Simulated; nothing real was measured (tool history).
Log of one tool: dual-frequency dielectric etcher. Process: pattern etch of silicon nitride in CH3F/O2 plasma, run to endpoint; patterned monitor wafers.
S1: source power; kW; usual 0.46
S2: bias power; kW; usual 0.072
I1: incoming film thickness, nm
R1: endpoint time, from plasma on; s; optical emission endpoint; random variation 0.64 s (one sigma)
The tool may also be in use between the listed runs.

Run 1, day 0: usual settings; I1 84.6. Result: R1 100.6 s.
Run 2, day 2.962: usual settings; I1 84.7. Result: R1 100 s.
Run 3, day 5.404: usual settings; I1 83.6. Result: R1 98.7 s.
Run 4, day 9.617: usual settings but S1 0.4 kW, S2 0.084 kW; I1 84.4. Result: R1 96.2 s.
At day 10.817: wet clean of the chamber.
Run 5, day 13.583: usual settings; I1 84.8. Result: R1 102.7 s.
Run 6, day 17.792: usual settings but S1 0.4 kW; I1 84.7. Result: R1 102.6 s.
Run 7, day 21.675: usual settings but S1 0.4 kW; I1 84.9. Result: R1 100.9 s.
Run 8, day 25.129: usual settings; I1 84.9. Result: R1 99.3 s.
At day 26.033: bias power generator calibrated.
At day 26.692: source power generator calibrated.
At day 27.217: wet clean of the chamber.
Run 9, day 29.417: usual settings but S1 0.56 kW, S2 0.062 kW; I1 84.2. Result: R1 99.5 s.
Run 10, day 32.042: usual settings but S1 0.35 kW, S2 0.081 kW; I1 85.2. Result: R1 103.8 s.
Run 11, day 35.229: usual settings but S1 0.42 kW, S2 0.088 kW; I1 85.2. Result: R1 96.8 s.
Run 12, day 39.342: usual settings; I1 84.7. Result: R1 97.9 s.
Run 13, day 41.692: usual settings; I1 83.9. Result: R1 97.2 s.
At day 42.775: wet clean of the chamber.
Run 14, day 44.412: usual settings but S2 0.08 kW; I1 84.9. Result: R1 99.8 s.

Forecast run 15:
At day 46.529: upper electrode replaced.
Run 15, day 48.808: usual settings; I1 85.5. Result: R1 ?.

R1: 100.8 s
Without the tool's hidden state the same run would have given R1 101.5 s.
